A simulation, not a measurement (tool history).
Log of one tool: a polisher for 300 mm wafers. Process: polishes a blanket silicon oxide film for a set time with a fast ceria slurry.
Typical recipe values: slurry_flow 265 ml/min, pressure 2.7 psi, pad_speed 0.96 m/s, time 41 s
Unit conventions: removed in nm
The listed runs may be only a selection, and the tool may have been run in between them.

run	hour	slurry_flow	pressure	pad_speed	time	wafers since the last listed run	wafers polished on this pad	hours since the slurry nozzle was cleaned	hours since the head pressure was calibrated	incoming thickness of the incoming film, nm	removed
1	0.0	265	2.7	0.96	41	0	435	364.0	418.7	1732.7	713.4
2	9.3	265	2.7	0.96	50	67	503	373.3	428.0	1714.0	888.2
3	23.5	265	2.7	0.96	41	103	606	387.5	442.2	1760.3	721.6
4	32.8	265	2.7	0.96	41	67	674	396.8	451.5	1741.2	715.0
5	44.9	265	2.7	0.96	41	88	762	408.9	463.6	1725.8	708.9
6	59.7	265	2.7	0.96	41	107	870	423.7	478.4	1740.1	702.8
# hour 72.5: worn pad replaced by a new one, of another model than before
7	72.9	265	2.7	0.96	41	67	2	436.9	491.6	1772.8	729.9
8	88.6	265	2.7	0.96	41	114	117	452.6	507.3	1757.8	733.4
9	102.1	265	2.7	1.20	41	98	215	466.1	520.8	1744.1	851.3
10	110.2	265	2.7	0.96	41	59	274	474.2	528.9	1741.0	727.2
11	128.2	265	2.7	0.96	41	131	405	492.2	546.9	1740.7	729.3
12	134.9	205	3.5	0.68	41	48	454	498.9	553.6	1736.6	686.4
13	143.0	265	2.4	0.96	41	59	513	507.0	561.7	1730.4	670.3
14	160.7	265	2.7	1.12	52	129	642	524.7	579.4	1726.1	1002.5
15	172.9	265	2.7	0.96	41	88	731	536.9	591.6	1740.2	713.0
# hour 175.0: head pressure recalibrated
# hour 188.9: slurry nozzle cleaned
16	189.4	265	2.4	0.68	41	98	830	0.5	14.4	1720.4	516.0
# hour 213.0: worn pad replaced by a new one
17	238.3	265	2.7	0.96	41	327	184	49.4	63.3	1715.2	739.4
18	245.8	265	2.1	0.96	36	54	239	56.9	70.8	1722.1	553.7
19	252.9	190	2.7	1.12	41	51	290	64.0	77.9	1739.3	800.2
20	265.4	265	2.2	1.24	53	91	381	76.5	90.4	1733.1	981.1
21	283.2	265	2.7	0.96	41	129	511	94.3	108.2	1729.5	730.3
22	294.6	300	3.2	0.96	50	83	594	105.7	119.6	1727.8	1006.0
23	305.1	330	3.6	0.96	28	76	671	116.2	130.1	1739.0	608.1

Here are 4 independent what-if runs from the current tool condition. What would each one return?
A	305.5	265	2.7	0.96	41	2	674	116.6	130.5	1759.3	?
B	305.5	265	2.7	1.30	29	2	674	116.6	130.5	1759.3	?
C	305.5	230	2.0	0.70	41	2	674	116.6	130.5	1759.3	?
D	305.5	265	2.0	0.96	41	2	674	116.6	130.5	1759.3	?

run	removed
A	718.4
B	629.4
C	483.8
D	595.7
With the hidden condition removed and each run's random variation left untouched, the same runs would have given:
run	removed
A	739.2
B	647.5
C	497.7
D	612.9
